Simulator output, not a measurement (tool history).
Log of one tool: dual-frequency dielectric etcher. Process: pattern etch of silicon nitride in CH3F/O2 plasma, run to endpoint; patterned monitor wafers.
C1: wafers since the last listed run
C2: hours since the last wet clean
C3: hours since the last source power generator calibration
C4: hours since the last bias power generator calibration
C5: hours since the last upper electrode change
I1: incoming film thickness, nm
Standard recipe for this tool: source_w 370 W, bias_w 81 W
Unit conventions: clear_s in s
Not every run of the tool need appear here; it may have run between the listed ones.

Run 1, hour 0: usual settings but source_w 330 W; C1 0; C2 266.2; C3 1487.5; C4 2102; C5 6090.2; I1 87.9. Result: clear_s 97 s.
Run 2, hour 8.3: usual settings; C1 69; C2 274.5; C3 1495.8; C4 2110.3; C5 6098.5; I1 87.1. Result: clear_s 94.9 s.
Run 3, hour 25.5: usual settings; C1 144; C2 291.7; C3 1513; C4 2127.5; C5 6115.7; I1 86.9. Result: clear_s 92.6 s.
Run 4, hour 41.4: usual settings but source_w 440 W; C1 133; C2 307.6; C3 1528.9; C4 2143.4; C5 6131.6; I1 88. Result: clear_s 90.7 s.
Run 5, hour 57.3: usual settings but source_w 440 W; C1 133; C2 323.5; C3 1544.8; C4 2159.3; C5 6147.5; I1 87.2. Result: clear_s 90.1 s.
Run 6, hour 65.6: usual settings; C1 69; C2 331.8; C3 1553.1; C4 2167.6; C5 6155.8; I1 87.5. Result: clear_s 94.4 s.
Run 7, hour 77.7: usual settings; C1 101; C2 343.9; C3 1565.2; C4 2179.7; C5 6167.9; I1 87.7. Result: clear_s 94.3 s.
Run 8, hour 91.7: usual settings; C1 117; C2 357.9; C3 1579.2; C4 2193.7; C5 6181.9; I1 87.2. Result: clear_s 93.9 s.
Run 9, hour 102.5: usual settings but bias_w 73 W; C1 90; C2 368.7; C3 1590; C4 2204.5; C5 6192.7; I1 87.1. Result: clear_s 99.2 s.
Run 10, hour 148.7: usual settings but bias_w 73 W; C1 387; C2 414.9; C3 1636.2; C4 2250.7; C5 6238.9; I1 87.8. Result: clear_s 100.7 s.
Run 11, hour 163.7: usual settings but bias_w 73 W; C1 125; C2 429.9; C3 1651.2; C4 2265.7; C5 6253.9; I1 88.4. Result: clear_s 100.8 s.
Run 12, hour 177.4: usual settings; C1 114; C2 443.6; C3 1664.9; C4 2279.4; C5 6267.6; I1 88.1. Result: clear_s 96.1 s.
Run 13, hour 190.6: usual settings but source_w 400 W, bias_w 66 W; C1 110; C2 456.8; C3 1678.1; C4 2292.6; C5 6280.8; I1 87.9. Result: clear_s 104 s.
Run 14, hour 203.3: usual settings; C1 106; C2 469.5; C3 1690.8; C4 2305.3; C5 6293.5; I1 87.1. Result: clear_s 94.3 s.
Run 15, hour 219: usual settings; C1 131; C2 485.2; C3 1706.5; C4 2321; C5 6309.2; I1 86.3. Result: clear_s 93.9 s.
At hour 224.8: bias power generator calibrated.
Run 16, hour 233.3: usual settings but source_w 340 W, bias_w 95 W; C1 86; C2 499.5; C3 1720.8; C4 8.5; C5 6323.5; I1 87.7. Result: clear_s 89.8 s.
Run 17, hour 242.3: usual settings but source_w 400 W, bias_w 94 W; C1 75; C2 508.5; C3 1729.8; C4 17.5; C5 6332.5; I1 87.8. Result: clear_s 86.9 s.
Run 18, hour 259.4: usual settings but source_w 400 W, bias_w 68 W; C1 143; C2 525.6; C3 1746.9; C4 34.6; C5 6349.6; I1 87.4. Result: clear_s 101 s.
Run 19, hour 267.9: usual settings but source_w 410 W, bias_w 98 W; C1 71; C2 534.1; C3 1755.4; C4 43.1; C5 6358.1; I1 87.1. Result: clear_s 83.9 s.
At hour 300.3: wet clean of the chamber.
Run 20, hour 300.8: usual settings but bias_w 67 W; C1 74; C2 0.5; C3 1788.3; C4 76; C5 6391; I1 87.6. Result: clear_s 99.5 s.
Run 21, hour 301.2: usual settings; C1 3; C2 0.9; C3 1788.7; C4 76.4; C5 6391.4; I1 87.5. Result: clear_s 88.8 s.
Run 22, hour 312.6: usual settings but source_w 440 W; C1 95; C2 12.3; C3 1800.1; C4 87.8; C5 6402.8; I1 87.1. Result: clear_s 85.2 s.
At hour 340: upper electrode replaced.
Run 23, hour 349.5: usual settings; C1 108; C2 49.2; C3 1837; C4 124.7; C5 9.5; I1 86.8. Result: clear_s 88.8 s.
At hour 360.4: source power generator calibrated.
Run 24, hour 360.9: usual settings but bias_w 91 W; C1 62; C2 60.6; C3 0.5; C4 136.1; C5 20.9; I1 87.2. Result: clear_s 84.1 s.
Run 25, hour 371.9: usual settings; C1 92; C2 71.6; C3 11.5; C4 147.1; C5 31.9; I1 88.3. Result: clear_s 90.4 s.
Run 26, hour 387: usual settings but source_w 420 W, bias_w 75 W; C1 126; C2 86.7; C3 26.6; C4 162.2; C5 47; I1 86.8. Result: clear_s 89.2 s.
Run 27, hour 396.5: usual settings but source_w 310 W, bias_w 92 W; C1 79; C2 96.2; C3 36.1; C4 171.7; C5 56.5; I1 87.6. Result: clear_s 88.7 s.
At hour 422.1: wet clean of the chamber, repeated, since the last time left the tool worse.
Run 28, hour 439.6: usual settings but bias_w 73 W; C1 160; C2 17.5; C3 79.2; C4 214.8; C5 99.6; I1 87.3. Result: clear_s 97.6 s.
Run 29, hour 456.1: usual settings; C1 138; C2 34; C3 95.7; C4 231.3; C5 116.1; I1 88.5. Result: clear_s 94.4 s.
Run 30, hour 467: usual settings but source_w 450 W, bias_w 96 W; C1 91; C2 44.9; C3 106.6; C4 242.2; C5 127; I1 87.8. Result: clear_s 81.2 s.
Run 31, hour 474: usual settings but source_w 450 W, bias_w 87 W; C1 58; C2 51.9; C3 113.6; C4 249.2; C5 134; I1 87.5. Result: clear_s 85.4 s.
Run 32, hour 485.5: usual settings but source_w 430 W, bias_w 94 W; C1 96; C2 63.4; C3 125.1; C4 260.7; C5 145.5; I1 87.4. Result: clear_s 82.4 s.
Run 33, hour 491.7: usual settings; C1 51; C2 69.6; C3 131.3; C4 266.9; C5 151.7; I1 87.9. Result: clear_s 93.8 s.
Run 34, hour 507.6: usual settings but source_w 300 W; C1 133; C2 85.5; C3 147.2; C4 282.8; C5 167.6; I1 86.8. Result: clear_s 98 s.
Run 35, hour 530.8: usual settings but bias_w 69 W; C1 194; C2 108.7; C3 170.4; C4 306; C5 190.8; I1 87.2. Result: clear_s 100.7 s.
Run 36, hour 539.6: usual settings but source_w 340 W, bias_w 67 W; C1 73; C2 117.5; C3 179.2; C4 314.8; C5 199.6; I1 87.4. Result: clear_s 105.7 s.

Here are 3 independent what-if runs from the current tool condition. What would each one return?
Run A, hour 540.1: usual settings; C1 4; C2 118; C3 179.7; C4 315.3; C5 200.1; I1 87.6. Result: clear_s ?.
Run B, hour 540.1: usual settings but source_w 300 W, bias_w 87 W; C1 4; C2 118; C3 179.7; C4 315.3; C5 200.1; I1 87.6. Result: clear_s ?.
Run C, hour 540.1: usual settings but source_w 320 W, bias_w 87 W; C1 4; C2 118; C3 179.7; C4 315.3; C5 200.1; I1 87.6. Result: clear_s ?.

run  clear_s
  A     94.7
  B     96.7
  C     95.1
Without the tool's unlogged condition, the same runs would have read:
run  clear_s
  A     94.5
  B     96.5
  C     94.8
